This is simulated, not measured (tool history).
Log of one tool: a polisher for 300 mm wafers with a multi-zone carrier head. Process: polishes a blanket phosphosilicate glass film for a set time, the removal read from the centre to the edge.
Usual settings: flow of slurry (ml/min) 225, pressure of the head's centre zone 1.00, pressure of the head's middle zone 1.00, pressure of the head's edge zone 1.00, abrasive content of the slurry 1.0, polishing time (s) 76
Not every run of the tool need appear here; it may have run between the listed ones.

| run | hour | flow of slurry (ml/min) | pressure of the head's centre zone | pressure of the head's middle zone | pressure of the head's edge zone | abrasive content of the slurry | polishing time (s) | incoming thickness of the incoming film, nm | film removed at the wafer's centre (Å) | film removed at mid-radius (Å) | film removed at the wafer's edge (Å) |
|---|---|---|---|---|---|---|---|---|---|---|---|
| 1 | 0.0 | 225 | 0.91 | 1.00 | 1.00 | 1.0 | 76 | 3127.8 | 3655 | 3823 | 4149 |
| 2 | 13.2 | 225 | 0.91 | 1.00 | 1.00 | 1.0 | 76 | 3185.4 | 3639 | 3829 | 3976 |
|  | 18.7 | slurry nozzle cleaned |
| 3 | 45.0 | 225 | 1.00 | 1.00 | 1.00 | 1.0 | 76 | 3206.8 | 4164 | 4099 | 4234 |
| 4 | 74.2 | 225 | 1.00 | 1.00 | 1.00 | 1.0 | 76 | 3244.1 | 4156 | 3990 | 4166 |
| 5 | 96.9 | 225 | 1.00 | 1.00 | 1.00 | 1.0 | 76 | 3214.6 | 4197 | 4013 | 4214 |
| 6 | 112.3 | 225 | 1.00 | 1.00 | 1.00 | 1.0 | 76 | 3171.5 | 4185 | 4034 | 4308 |
|  | 121.8 | worn pad replaced by a new one |
| 7 | 138.5 | 225 | 1.00 | 1.00 | 1.00 | 1.0 | 76 | 3219.0 | 4159 | 4051 | 4289 |
|  | 154.4 | carrier head's membrane replaced by a new one, of another model than before |
|  | 156.9 | centre zone pressure recalibrated |
| 8 | 159.4 | 225 | 1.00 | 1.00 | 1.00 | 1.0 | 76 | 3127.7 | 4192 | 4030 | 4214 |
| 9 | 182.9 | 290 | 1.09 | 1.09 | 1.00 | 1.0 | 76 | 3180.9 | 4957 | 4606 | 4277 |
| 10 | 218.8 | 225 | 0.90 | 1.00 | 1.00 | 1.0 | 76 | 3187.7 | 3562 | 4013 | 4204 |
|  | 232.2 | edge zone pressure recalibrated |
|  | 299.6 | worn pad replaced by a new one |
| 11 | 315.5 | 225 | 1.00 | 1.00 | 1.00 | 1.0 | 76 | 3225.3 | 4097 | 4004 | 4292 |
| 12 | 341.2 | 225 | 1.00 | 1.00 | 1.00 | 1.1 | 76 | 3259.2 | 4303 | 4147 | 4363 |
| 13 | 355.8 | 225 | 1.00 | 0.90 | 0.93 | 1.0 | 76 | 3190.2 | 4193 | 3466 | 3951 |
| 14 | 375.3 | 225 | 0.88 | 1.00 | 1.00 | 1.0 | 93 | 3134.8 | 4171 | 4879 | 5083 |
| 15 | 410.4 | 225 | 1.00 | 1.00 | 1.00 | 1.0 | 54 | 3196.0 | 2903 | 2822 | 2978 |
| 16 | 425.1 | 225 | 1.00 | 1.00 | 1.00 | 1.0 | 76 | 3196.4 | 4042 | 3934 | 4074 |
|  | 432.9 | worn pad replaced by a new one |
| 17 | 439.6 | 295 | 1.05 | 1.07 | 1.07 | 1.0 | 76 | 3174.8 | 4504 | 4381 | 4499 |
| 18 | 469.9 | 225 | 0.88 | 1.00 | 1.00 | 1.0 | 76 | 3165.4 | 3303 | 3877 | 4101 |
| 19 | 485.1 | 300 | 1.00 | 0.90 | 1.00 | 1.0 | 76 | 3197.1 | 4244 | 3602 | 4270 |

Estimate the outcome of run 20 from the log above:
| 20 | 497.4 | 225 | 1.00 | 1.00 | 1.00 | 1.0 | 97 | 3143.8 | ? | ? | ? |

film removed at the wafer's centre (Å): 5069
film removed at mid-radius (Å): 4946
film removed at the wafer's edge (Å): 5080
The same run, on a tool lacking any hidden state, would have yielded film removed at the wafer's centre (Å) 5351, film removed at mid-radius (Å) 5190, film removed at the wafer's edge (Å) 5264.
